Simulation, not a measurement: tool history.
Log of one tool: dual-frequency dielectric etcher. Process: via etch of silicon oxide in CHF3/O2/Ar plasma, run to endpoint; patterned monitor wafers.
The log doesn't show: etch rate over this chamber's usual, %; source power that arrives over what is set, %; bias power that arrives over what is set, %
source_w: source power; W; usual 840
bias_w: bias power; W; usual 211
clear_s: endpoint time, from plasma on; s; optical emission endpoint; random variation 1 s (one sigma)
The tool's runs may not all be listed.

run,hour,source_w,bias_w,wafers since the last listed run,hours since the last wet clean,hours since the last source power generator calibration,hours since the last bias power generator calibration,hours since the last upper electrode change,"incoming incoming film thickness, nm",clear_s
1,0,840,211,0,539.9,2858.9,4004.9,3809.6,754.6,296.1
2,14.5,1010,228,53,554.4,2873.4,4019.4,3824.1,751.5,268.6
3,21.3,1010,228,25,561.2,2880.2,4026.2,3830.9,752.6,270.6
4,29.9,1010,228,31,569.8,2888.8,4034.8,3839.5,756.3,271
5,41.6,840,236,43,581.5,2900.5,4046.5,3851.2,756.3,280.1
# hour 70.6: upper electrode replaced
6,71.1,840,236,20,611,2930,4076,0.5,756.1,280
7,71.5,840,236,1,611.4,2930.4,4076.4,0.9,756.7,279.2
8,71.9,840,211,1,611.8,2930.8,4076.8,1.3,754.2,292.3
9,76.5,750,179,17,616.4,2935.4,4081.4,5.9,751.4,322.3
10,84.4,840,211,29,624.3,2943.3,4089.3,13.8,760.7,295.6
# hour 112.4: wet clean of the chamber
11,112.9,900,237,16,0.5,2971.8,4117.8,42.3,763.7,292.6
12,116.3,710,180,12,3.9,2975.2,4121.2,45.7,756.5,347.4
# hour 121.6: bias power generator calibrated
# hour 148.4: source power generator calibrated
13,169.6,1010,228,167,57.2,21.2,48,99,757,282.4
14,182.7,840,211,48,70.3,34.3,61.1,112.1,756.1,307.4
15,193.8,680,180,41,81.4,45.4,72.2,123.2,762.4,351.1
16,201.9,950,196,30,89.5,53.5,80.3,131.3,750,302.4
17,209.5,900,176,28,97.1,61.1,87.9,138.9,755.1,324.7

Measured less the same run without the tool's hidden state. The same run-to-run variation is in both; the gauge's scatter may not be:
run,clear_s
1,-12.9
2,-12.1
3,-12.4
4,-12.6
5,-13.2
6,-13.9
7,-13.8
8,-14.6
9,-16.2
10,-15
11,+1.5
12,+1.6
13,+0.1
14,-0.3
15,-0.6
16,-0.7
17,-1

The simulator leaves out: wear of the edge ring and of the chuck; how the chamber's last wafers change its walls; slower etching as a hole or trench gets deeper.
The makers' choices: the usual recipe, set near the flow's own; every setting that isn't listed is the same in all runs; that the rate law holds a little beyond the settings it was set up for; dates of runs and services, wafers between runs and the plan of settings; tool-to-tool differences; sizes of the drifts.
